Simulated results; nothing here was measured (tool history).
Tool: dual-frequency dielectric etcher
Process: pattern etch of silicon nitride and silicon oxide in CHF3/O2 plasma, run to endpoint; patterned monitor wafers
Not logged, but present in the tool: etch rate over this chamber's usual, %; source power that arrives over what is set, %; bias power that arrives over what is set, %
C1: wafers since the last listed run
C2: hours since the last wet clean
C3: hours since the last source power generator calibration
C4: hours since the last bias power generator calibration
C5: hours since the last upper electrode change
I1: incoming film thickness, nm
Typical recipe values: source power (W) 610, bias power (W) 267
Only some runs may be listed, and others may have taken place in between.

{"run": 1, "hour": 0.0, "source power (W)": 610, "bias power (W)": 267, "C1": 0, "C2": 244.6, "C3": 2107.1, "C4": 2245.3, "C5": 3503.1, "I1": 181.0, "endpoint time (s)": 108.5}
{"run": 2, "hour": 12.1, "source power (W)": 610, "bias power (W)": 267, "C1": 112, "C2": 256.7, "C3": 2119.2, "C4": 2257.4, "C5": 3515.2, "I1": 179.3, "endpoint time (s)": 107.6}
{"run": 3, "hour": 26.5, "source power (W)": 610, "bias power (W)": 252, "C1": 134, "C2": 271.1, "C3": 2133.6, "C4": 2271.8, "C5": 3529.6, "I1": 180.9, "endpoint time (s)": 110.2}
{"run": 4, "hour": 42.0, "source power (W)": 710, "bias power (W)": 267, "C1": 144, "C2": 286.6, "C3": 2149.1, "C4": 2287.3, "C5": 3545.1, "I1": 181.0, "endpoint time (s)": 103.0}
{"run": 5, "hour": 56.3, "source power (W)": 610, "bias power (W)": 267, "C1": 133, "C2": 300.9, "C3": 2163.4, "C4": 2301.6, "C5": 3559.4, "I1": 181.1, "endpoint time (s)": 109.4}
{"run": 6, "hour": 65.0, "source power (W)": 610, "bias power (W)": 267, "C1": 80, "C2": 309.6, "C3": 2172.1, "C4": 2310.3, "C5": 3568.1, "I1": 179.9, "endpoint time (s)": 109.1}
{"run": 7, "hour": 78.3, "source power (W)": 610, "bias power (W)": 267, "C1": 123, "C2": 322.9, "C3": 2185.4, "C4": 2323.6, "C5": 3581.4, "I1": 180.0, "endpoint time (s)": 108.4}
{"run": 8, "hour": 90.0, "source power (W)": 610, "bias power (W)": 316, "C1": 108, "C2": 334.6, "C3": 2197.1, "C4": 2335.3, "C5": 3593.1, "I1": 180.7, "endpoint time (s)": 105.2}
{"run": 9, "hour": 107.1, "source power (W)": 610, "bias power (W)": 316, "C1": 159, "C2": 351.7, "C3": 2214.2, "C4": 2352.4, "C5": 3610.2, "I1": 180.4, "endpoint time (s)": 105.5}
{"run": 10, "hour": 114.2, "source power (W)": 570, "bias power (W)": 267, "C1": 66, "C2": 358.8, "C3": 2221.3, "C4": 2359.5, "C5": 3617.3, "I1": 179.3, "endpoint time (s)": 112.1}
{"run": 11, "hour": 122.9, "source power (W)": 570, "bias power (W)": 267, "C1": 80, "C2": 367.5, "C3": 2230.0, "C4": 2368.2, "C5": 3626.0, "I1": 181.5, "endpoint time (s)": 113.4}
{"run": 12, "hour": 133.6, "source power (W)": 570, "bias power (W)": 267, "C1": 99, "C2": 378.2, "C3": 2240.7, "C4": 2378.9, "C5": 3636.7, "I1": 180.6, "endpoint time (s)": 112.6}
{"run": 13, "hour": 140.4, "source power (W)": 710, "bias power (W)": 318, "C1": 63, "C2": 385.0, "C3": 2247.5, "C4": 2385.7, "C5": 3643.5, "I1": 180.9, "endpoint time (s)": 101.1}
{"hour": 176.9, "done": "wet clean of the chamber"}
{"run": 14, "hour": 177.4, "source power (W)": 610, "bias power (W)": 267, "C1": 120, "C2": 0.5, "C3": 2284.5, "C4": 2422.7, "C5": 3680.5, "I1": 179.1, "endpoint time (s)": 104.8}
{"run": 15, "hour": 177.7, "source power (W)": 610, "bias power (W)": 247, "C1": 2, "C2": 0.8, "C3": 2284.8, "C4": 2423.0, "C5": 3680.8, "I1": 180.5, "endpoint time (s)": 107.1}
{"run": 16, "hour": 180.6, "source power (W)": 610, "bias power (W)": 267, "C1": 26, "C2": 3.7, "C3": 2287.7, "C4": 2425.9, "C5": 3683.7, "I1": 181.6, "endpoint time (s)": 106.4}
{"run": 17, "hour": 234.3, "source power (W)": 610, "bias power (W)": 267, "C1": 499, "C2": 57.4, "C3": 2341.4, "C4": 2479.6, "C5": 3737.4, "I1": 181.3, "endpoint time (s)": 105.9}
{"hour": 238.6, "done": "bias power generator calibrated"}
{"hour": 242.8, "done": "source power generator calibrated"}
{"hour": 266.4, "done": "upper electrode replaced"}
{"run": 18, "hour": 266.9, "source power (W)": 570, "bias power (W)": 304, "C1": 9, "C2": 90.0, "C3": 24.1, "C4": 28.3, "C5": 0.5, "I1": 180.8, "endpoint time (s)": 106.7}
{"run": 19, "hour": 267.5, "source power (W)": 720, "bias power (W)": 230, "C1": 5, "C2": 90.6, "C3": 24.7, "C4": 28.9, "C5": 1.1, "I1": 181.9, "endpoint time (s)": 104.0}
{"run": 20, "hour": 274.5, "source power (W)": 740, "bias power (W)": 315, "C1": 65, "C2": 97.6, "C3": 31.7, "C4": 35.9, "C5": 8.1, "I1": 182.7, "endpoint time (s)": 98.0}
{"run": 21, "hour": 292.1, "source power (W)": 610, "bias power (W)": 224, "C1": 163, "C2": 115.2, "C3": 49.3, "C4": 53.5, "C5": 25.7, "I1": 181.1, "endpoint time (s)": 110.3}
{"run": 22, "hour": 301.1, "source power (W)": 650, "bias power (W)": 222, "C1": 83, "C2": 124.2, "C3": 58.3, "C4": 62.5, "C5": 34.7, "I1": 178.0, "endpoint time (s)": 106.6}
{"run": 23, "hour": 312.7, "source power (W)": 610, "bias power (W)": 267, "C1": 107, "C2": 135.8, "C3": 69.9, "C4": 74.1, "C5": 46.3, "I1": 182.1, "endpoint time (s)": 108.2}
{"run": 24, "hour": 328.0, "source power (W)": 720, "bias power (W)": 300, "C1": 142, "C2": 151.1, "C3": 85.2, "C4": 89.4, "C5": 61.6, "I1": 179.3, "endpoint time (s)": 98.6}
{"run": 25, "hour": 337.8, "source power (W)": 520, "bias power (W)": 311, "C1": 91, "C2": 160.9, "C3": 95.0, "C4": 99.2, "C5": 71.4, "I1": 180.7, "endpoint time (s)": 110.7}

Hidden state or all else? Some run-to-run changes of endpoint time (s), split into what the settings, what came in and random variation would give without the hidden state, and what is left for the hidden state (with any gauge scatter that isn't in both results):
Run 13 -> 14: source power (W) 710 -> 610, bias power (W) 318 -> 267, wet clean of the chamber. endpoint time (s) +3.7: hidden state -4.1, all else +7.8.
Run 16 -> 17: no setting touched and nothing written in the log between the runs. endpoint time (s) -0.5: hidden state +0.6, all else -1.1.
Run 20 -> 21: source power (W) 740 -> 610, bias power (W) 315 -> 224. endpoint time (s) +12.3: hidden state +0.3, all else +12.0.
Run 24 -> 25: source power (W) 720 -> 520, bias power (W) 300 -> 311. endpoint time (s) +12.1: hidden state +0.3, all else +11.8.
